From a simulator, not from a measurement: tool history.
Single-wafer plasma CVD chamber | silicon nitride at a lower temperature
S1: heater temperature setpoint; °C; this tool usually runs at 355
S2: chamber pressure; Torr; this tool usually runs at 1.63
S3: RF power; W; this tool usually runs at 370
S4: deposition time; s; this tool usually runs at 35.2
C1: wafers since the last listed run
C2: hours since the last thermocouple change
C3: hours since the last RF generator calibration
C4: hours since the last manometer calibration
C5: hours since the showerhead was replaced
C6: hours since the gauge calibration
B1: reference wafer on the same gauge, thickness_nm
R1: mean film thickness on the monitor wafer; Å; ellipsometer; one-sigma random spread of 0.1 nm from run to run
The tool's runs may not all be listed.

{"run": 1, "hour": 0.0, "S1": 344, "S2": 1.63, "S3": 370, "S4": 30.8, "C1": 0, "C2": 413.7, "C3": 176.1, "C4": 2068.4, "C5": 3320.3, "C6": 512.1, "B1": 43.094, "R1": 427.84}
{"run": 2, "hour": 88.9, "S1": 344, "S2": 1.63, "S3": 370, "S4": 30.8, "C1": 2424, "C2": 502.6, "C3": 265, "C4": 2157.3, "C5": 3409.2, "C6": 601, "B1": 43.111, "R1": 427.04}
{"run": 3, "hour": 185.6, "S1": 344, "S2": 1.63, "S3": 370, "S4": 30.8, "C1": 2637, "C2": 599.3, "C3": 361.7, "C4": 2254, "C5": 3505.9, "C6": 697.7, "B1": 43.093, "R1": 426.24}
{"run": 4, "hour": 234.9, "S1": 355, "S2": 1.63, "S3": 370, "S4": 35.2, "C1": 1344, "C2": 648.6, "C3": 411, "C4": 2303.3, "C5": 3555.2, "C6": 747, "B1": 43.107, "R1": 486.1}
{"run": 5, "hour": 303.7, "S1": 355, "S2": 1.63, "S3": 370, "S4": 35.2, "C1": 1876, "C2": 717.4, "C3": 479.8, "C4": 2372.1, "C5": 3624, "C6": 815.8, "B1": 43.109, "R1": 484.89}
{"run": 6, "hour": 351.7, "S1": 355, "S2": 1.63, "S3": 370, "S4": 35.2, "C1": 1309, "C2": 765.4, "C3": 527.8, "C4": 2420.1, "C5": 3672, "C6": 863.8, "B1": 43.094, "R1": 485.03}
{"run": 7, "hour": 444.4, "S1": 355, "S2": 1.63, "S3": 370, "S4": 35.2, "C1": 2528, "C2": 858.1, "C3": 620.5, "C4": 2512.8, "C5": 3764.7, "C6": 956.5, "B1": 43.083, "R1": 484.07}
{"run": 8, "hour": 494.6, "S1": 355, "S2": 1.63, "S3": 370, "S4": 35.2, "C1": 1369, "C2": 908.3, "C3": 670.7, "C4": 2563, "C5": 3814.9, "C6": 1006.7, "B1": 43.085, "R1": 484.52}
{"run": 9, "hour": 601.1, "S1": 355, "S2": 1.63, "S3": 370, "S4": 35.2, "C1": 2904, "C2": 1014.8, "C3": 777.2, "C4": 2669.5, "C5": 3921.4, "C6": 1113.2, "B1": 43.109, "R1": 484.02}
{"run": 10, "hour": 642.0, "S1": 366, "S2": 1.63, "S3": 420, "S4": 35.2, "C1": 1115, "C2": 1055.7, "C3": 818.1, "C4": 2710.4, "C5": 3962.3, "C6": 1154.1, "B1": 43.084, "R1": 515.82}
{"hour": 705.3, "done": "capacitance manometer re-zeroed and calibrated"}
{"run": 11, "hour": 705.8, "S1": 366, "S2": 1.63, "S3": 420, "S4": 35.2, "C1": 1522, "C2": 1119.5, "C3": 881.9, "C4": 0.5, "C5": 4026.1, "C6": 1217.9, "B1": 43.096, "R1": 510.84}
{"run": 12, "hour": 769.2, "S1": 355, "S2": 1.63, "S3": 370, "S4": 35.2, "C1": 1729, "C2": 1182.9, "C3": 945.3, "C4": 63.9, "C5": 4089.5, "C6": 1281.3, "B1": 43.084, "R1": 480.66}
{"hour": 794.2, "done": "showerhead replaced"}
{"run": 13, "hour": 839.7, "S1": 355, "S2": 1.63, "S3": 370, "S4": 35.2, "C1": 1704, "C2": 1253.4, "C3": 1015.8, "C4": 134.4, "C5": 45.5, "C6": 1351.8, "B1": 43.108, "R1": 479.8}
{"run": 14, "hour": 889.4, "S1": 365, "S2": 1.63, "S3": 300, "S4": 38, "C1": 1355, "C2": 1303.1, "C3": 1065.5, "C4": 184.1, "C5": 95.2, "C6": 1401.5, "B1": 43.117, "R1": 463.12}
{"run": 15, "hour": 969.7, "S1": 347, "S2": 1.36, "S3": 435, "S4": 35.2, "C1": 2190, "C2": 1383.4, "C3": 1145.8, "C4": 264.4, "C5": 175.5, "C6": 1481.8, "B1": 43.109, "R1": 506.86}
{"run": 16, "hour": 1009.6, "S1": 355, "S2": 1.63, "S3": 370, "S4": 35.2, "C1": 1088, "C2": 1423.3, "C3": 1185.7, "C4": 304.3, "C5": 215.4, "C6": 1521.7, "B1": 43.124, "R1": 480.84}
{"hour": 1042.3, "done": "gauge calibrated"}
{"run": 17, "hour": 1098.3, "S1": 355, "S2": 1.83, "S3": 335, "S4": 39.6, "C1": 2419, "C2": 1512, "C3": 1274.4, "C4": 393, "C5": 304.1, "C6": 56, "B1": 43.1, "R1": 521.68}
{"run": 18, "hour": 1140.0, "S1": 348, "S2": 1.63, "S3": 370, "S4": 41.4, "C1": 1137, "C2": 1553.7, "C3": 1316.1, "C4": 434.7, "C5": 345.8, "C6": 97.7, "B1": 43.102, "R1": 563.13}
{"run": 19, "hour": 1260.8, "S1": 355, "S2": 1.63, "S3": 370, "S4": 35.2, "C1": 3294, "C2": 1674.5, "C3": 1436.9, "C4": 555.5, "C5": 466.6, "C6": 218.5, "B1": 43.092, "R1": 479.21}
{"hour": 1273.0, "done": "RF generator calibrated"}
{"run": 20, "hour": 1365.3, "S1": 344, "S2": 1.63, "S3": 370, "S4": 29.9, "C1": 2632, "C2": 1779, "C3": 92.3, "C4": 660, "C5": 571.1, "C6": 323, "B1": 43.08, "R1": 414.08}
{"run": 21, "hour": 1458.8, "S1": 344, "S2": 1.63, "S3": 395, "S4": 35.2, "C1": 2550, "C2": 1872.5, "C3": 185.8, "C4": 753.5, "C5": 664.6, "C6": 416.5, "B1": 43.097, "R1": 503.07}
{"hour": 1558.0, "done": "thermocouple changed; heater temperature recalibrated"}
{"run": 22, "hour": 1780.2, "S1": 355, "S2": 1.63, "S3": 370, "S4": 38.7, "C1": 8548, "C2": 222.2, "C3": 507.2, "C4": 1074.9, "C5": 986, "C6": 737.9, "B1": 43.106, "R1": 529.15}
{"run": 23, "hour": 2037.9, "S1": 360, "S2": 1.77, "S3": 350, "S4": 40.8, "C1": 7029, "C2": 479.9, "C3": 764.9, "C4": 1332.6, "C5": 1243.7, "C6": 995.6, "B1": 43.121, "R1": 545.97}
{"run": 24, "hour": 2076.3, "S1": 355, "S2": 1.63, "S3": 370, "S4": 35.2, "C1": 1047, "C2": 518.3, "C3": 803.3, "C4": 1371, "C5": 1282.1, "C6": 1034, "B1": 43.111, "R1": 480.25}

What does the tool deliver on the next run?
{"run": 25, "hour": 2114.9, "S1": 355, "S2": 1.63, "S3": 370, "S4": 35.2, "C1": 1052, "C2": 556.9, "C3": 841.9, "C4": 1409.6, "C5": 1320.7, "C6": 1072.6, "B1": "?", "R1": "?"}

Run 25 yielded B1 43.102, R1 481.85 Å.
Take away the tool's hidden state, keep the run-to-run variation as it was, and the same run would have given R1 486.8 Å.
